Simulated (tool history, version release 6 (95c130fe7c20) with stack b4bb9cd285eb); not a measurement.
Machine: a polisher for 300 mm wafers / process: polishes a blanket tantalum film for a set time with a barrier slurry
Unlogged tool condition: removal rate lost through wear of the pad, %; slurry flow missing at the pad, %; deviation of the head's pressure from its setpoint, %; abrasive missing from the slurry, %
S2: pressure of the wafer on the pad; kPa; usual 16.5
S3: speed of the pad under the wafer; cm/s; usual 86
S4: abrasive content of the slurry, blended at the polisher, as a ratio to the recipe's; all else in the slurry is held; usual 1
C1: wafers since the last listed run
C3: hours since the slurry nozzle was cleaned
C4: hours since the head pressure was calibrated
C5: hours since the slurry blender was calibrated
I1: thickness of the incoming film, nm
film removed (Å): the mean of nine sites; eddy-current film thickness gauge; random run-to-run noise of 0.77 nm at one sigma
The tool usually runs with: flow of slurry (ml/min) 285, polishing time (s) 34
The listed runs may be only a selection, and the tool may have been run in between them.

run 1 hour=0 | flow_of_slurry_(ml/min)=285 S2=16.5 S3=86 S4=1 polishing_time_(s)=34 | C1=0 wafers_polished_on_this_pad=763 C3=560.7 C4=341.5 C5=174.8 | I1=402.7 | film_removed_(Å)=558
run 2 hour=12.3 | flow_of_slurry_(ml/min)=285 S2=16.5 S3=94 S4=1 polishing_time_(s)=34 | C1=156 wafers_polished_on_this_pad=919 C3=573 C4=353.8 C5=187.1 | I1=393.9 | film_removed_(Å)=594
run 3 hour=22.8 | flow_of_slurry_(ml/min)=285 S2=16.5 S3=94 S4=1 polishing_time_(s)=34 | C1=133 wafers_polished_on_this_pad=1053 C3=583.5 C4=364.3 C5=197.6 | I1=401.4 | film_removed_(Å)=583
-- hour=30.1 worn pad replaced by a new one
run 4 hour=38.3 | flow_of_slurry_(ml/min)=285 S2=16.5 S3=94 S4=1 polishing_time_(s)=34 | C1=146 wafers_polished_on_this_pad=104 C3=599 C4=379.8 C5=213.1 | I1=393.4 | film_removed_(Å)=667
run 5 hour=48.4 | flow_of_slurry_(ml/min)=285 S2=16.5 S3=86 S4=0.8 polishing_time_(s)=34 | C1=128 wafers_polished_on_this_pad=232 C3=609.1 C4=389.9 C5=223.2 | I1=404.9 | film_removed_(Å)=575
run 6 hour=59.6 | flow_of_slurry_(ml/min)=285 S2=16.5 S3=86 S4=0.8 polishing_time_(s)=34 | C1=142 wafers_polished_on_this_pad=375 C3=620.3 C4=401.1 C5=234.4 | I1=400.1 | film_removed_(Å)=557
run 7 hour=65.6 | flow_of_slurry_(ml/min)=285 S2=16.5 S3=86 S4=1 polishing_time_(s)=30 | C1=76 wafers_polished_on_this_pad=451 C3=626.3 C4=407.1 C5=240.4 | I1=394.9 | film_removed_(Å)=521
run 8 hour=72.3 | flow_of_slurry_(ml/min)=285 S2=16.5 S3=86 S4=1 polishing_time_(s)=30 | C1=85 wafers_polished_on_this_pad=536 C3=633 C4=413.8 C5=247.1 | I1=401.3 | film_removed_(Å)=512
run 9 hour=78.8 | flow_of_slurry_(ml/min)=285 S2=16.5 S3=86 S4=1 polishing_time_(s)=30 | C1=82 wafers_polished_on_this_pad=618 C3=639.5 C4=420.3 C5=253.6 | I1=397.8 | film_removed_(Å)=521
run 10 hour=106.4 | flow_of_slurry_(ml/min)=285 S2=16.5 S3=86 S4=1 polishing_time_(s)=34 | C1=350 wafers_polished_on_this_pad=969 C3=667.1 C4=447.9 C5=281.2 | I1=392.5 | film_removed_(Å)=557
-- hour=114.1 worn pad replaced by a new one
run 11 hour=116.3 | flow_of_slurry_(ml/min)=285 S2=16.5 S3=86 S4=1 polishing_time_(s)=43 | C1=74 wafers_polished_on_this_pad=27 C3=677 C4=457.8 C5=291.1 | I1=400.2 | film_removed_(Å)=780
run 12 hour=128.3 | flow_of_slurry_(ml/min)=285 S2=16.5 S3=86 S4=1 polishing_time_(s)=34 | C1=152 wafers_polished_on_this_pad=179 C3=689 C4=469.8 C5=303.1 | I1=403.4 | film_removed_(Å)=607
run 13 hour=135.7 | flow_of_slurry_(ml/min)=285 S2=16.5 S3=86 S4=1 polishing_time_(s)=34 | C1=94 wafers_polished_on_this_pad=273 C3=696.4 C4=477.2 C5=310.5 | I1=404.8 | film_removed_(Å)=600
run 14 hour=143.9 | flow_of_slurry_(ml/min)=285 S2=16.5 S3=86 S4=1 polishing_time_(s)=34 | C1=104 wafers_polished_on_this_pad=378 C3=704.6 C4=485.4 C5=318.7 | I1=403.1 | film_removed_(Å)=600
-- hour=154.6 head pressure recalibrated
-- hour=154.7 slurry blender recalibrated
run 15 hour=158.3 | flow_of_slurry_(ml/min)=285 S2=16.5 S3=86 S4=1 polishing_time_(s)=22 | C1=156 wafers_polished_on_this_pad=534 C3=719 C4=3.7 C5=3.6 | I1=401.8 | film_removed_(Å)=382
-- hour=161.1 slurry nozzle cleaned
run 16 hour=175 | flow_of_slurry_(ml/min)=285 S2=14.5 S3=86 S4=1 polishing_time_(s)=34 | C1=199 wafers_polished_on_this_pad=734 C3=13.9 C4=20.4 C5=20.3 | I1=405.2 | film_removed_(Å)=506
-- hour=186.6 worn pad replaced by a new one
run 17 hour=192 | flow_of_slurry_(ml/min)=285 S2=21.4 S3=110 S4=1 polishing_time_(s)=34 | C1=165 wafers_polished_on_this_pad=68 C3=30.9 C4=37.4 C5=37.3 | I1=398 | film_removed_(Å)=946
run 18 hour=203.7 | flow_of_slurry_(ml/min)=285 S2=19.3 S3=86 S4=1 polishing_time_(s)=34 | C1=148 wafers_polished_on_this_pad=217 C3=42.6 C4=49.1 C5=49 | I1=403.5 | film_removed_(Å)=696
run 19 hour=220.3 | flow_of_slurry_(ml/min)=285 S2=16.5 S3=86 S4=1 polishing_time_(s)=34 | C1=210 wafers_polished_on_this_pad=428 C3=59.2 C4=65.7 C5=65.6 | I1=402.2 | film_removed_(Å)=585
run 20 hour=237.3 | flow_of_slurry_(ml/min)=285 S2=16.5 S3=86 S4=1 polishing_time_(s)=43 | C1=215 wafers_polished_on_this_pad=644 C3=76.2 C4=82.7 C5=82.6 | I1=401.2 | film_removed_(Å)=726
run 21 hour=254.9 | flow_of_slurry_(ml/min)=285 S2=12.4 S3=68 S4=1.1 polishing_time_(s)=26 | C1=223 wafers_polished_on_this_pad=868 C3=93.8 C4=100.3 C5=100.2 | I1=398.7 | film_removed_(Å)=269
run 22 hour=265.9 | flow_of_slurry_(ml/min)=285 S2=16.5 S3=86 S4=1 polishing_time_(s)=34 | C1=139 wafers_polished_on_this_pad=1007 C3=104.8 C4=111.3 C5=111.2 | I1=401.8 | film_removed_(Å)=546
run 23 hour=272.4 | flow_of_slurry_(ml/min)=285 S2=11 S3=96 S4=1 polishing_time_(s)=34 | C1=82 wafers_polished_on_this_pad=1090 C3=111.3 C4=117.8 C5=117.7 | I1=397.4 | film_removed_(Å)=393
-- hour=282.5 worn pad replaced by a new one
run 24 hour=289.6 | flow_of_slurry_(ml/min)=325 S2=16.5 S3=98 S4=1 polishing_time_(s)=34 | C1=167 wafers_polished_on_this_pad=90 C3=128.5 C4=135 C5=134.9 | I1=405.4 | film_removed_(Å)=685
run 25 hour=304.6 | flow_of_slurry_(ml/min)=345 S2=14.5 S3=100 S4=1 polishing_time_(s)=34 | C1=190 wafers_polished_on_this_pad=280 C3=143.5 C4=150 C5=149.9 | I1=399.7 | film_removed_(Å)=594
run 26 hour=311.9 | flow_of_slurry_(ml/min)=205 S2=11.7 S3=96 S4=1 polishing_time_(s)=30 | C1=92 wafers_polished_on_this_pad=373 C3=150.8 C4=157.3 C5=157.2 | I1=403.3 | film_removed_(Å)=379
run 27 hour=356.6 | flow_of_slurry_(ml/min)=285 S2=16.5 S3=86 S4=1 polishing_time_(s)=34 | C1=567 wafers_polished_on_this_pad=941 C3=195.5 C4=202 C5=201.9 | I1=402.1 | film_removed_(Å)=552
run 28 hour=368.6 | flow_of_slurry_(ml/min)=285 S2=18.6 S3=98 S4=0.8 polishing_time_(s)=26 | C1=152 wafers_polished_on_this_pad=1094 C3=207.5 C4=214 C5=213.9 | I1=397.3 | film_removed_(Å)=499
-- hour=378.1 worn pad replaced by a new one
run 29 hour=379.6 | flow_of_slurry_(ml/min)=205 S2=11.7 S3=96 S4=1 polishing_time_(s)=30 | C1=88 wafers_polished_on_this_pad=19 C3=218.5 C4=225 C5=224.9 | I1=402.2 | film_removed_(Å)=415
run 30 hour=385.7 | flow_of_slurry_(ml/min)=285 S2=13.1 S3=68 S4=1 polishing_time_(s)=34 | C1=77 wafers_polished_on_this_pad=97 C3=224.6 C4=231.1 C5=231 | I1=403.2 | film_removed_(Å)=399
run 31 hour=397 | flow_of_slurry_(ml/min)=330 S2=13.1 S3=104 S4=1.2 polishing_time_(s)=34 | C1=143 wafers_polished_on_this_pad=240 C3=235.9 C4=242.4 C5=242.3 | I1=398.4 | film_removed_(Å)=604

Describe how what the log doesn't record of the tool's condition differs between the last listed run preceding each entry between runs and the first listed run following it.
From run 3 to run 4: worn pad replaced by a new one (hour 30.1)
  removal rate lost through wear of the pad, %: 12.6 -> 1.48
  difference, measured minus the result without the unlogged condition, film removed (Å): -84 -> -10
From run 10 to run 11: worn pad replaced by a new one (hour 114.1)
  removal rate lost through wear of the pad, %: 11.1 -> 0.48
  difference, measured minus the result without the unlogged condition, film removed (Å): -70 -> -4
From run 14 to run 15: head pressure recalibrated (hour 154.6); slurry blender recalibrated (hour 154.7)
  removal rate lost through wear of the pad, %: 4.38 -> 6.41
  difference, measured minus the result without the unlogged condition, film removed (Å): -27 -> -26
From run 15 to run 16: slurry nozzle cleaned (hour 161.1)
  removal rate lost through wear of the pad, %: 6.41 -> 8.77
  difference, measured minus the result without the unlogged condition, film removed (Å): -26 -> -49
From run 16 to run 17: worn pad replaced by a new one (hour 186.6)
  removal rate lost through wear of the pad, %: 8.77 -> 1.85
  difference, measured minus the result without the unlogged condition, film removed (Å): -49 -> -18
From run 23 to run 24: worn pad replaced by a new one (hour 282.5)
  removal rate lost through wear of the pad, %: 13.2 -> 1.78
  difference, measured minus the result without the unlogged condition, film removed (Å): -60 -> -13
From run 28 to run 29: worn pad replaced by a new one (hour 378.1)
  removal rate lost through wear of the pad, %: 12.9 -> 0.465
  difference, measured minus the result without the unlogged condition, film removed (Å): -74 -> -2
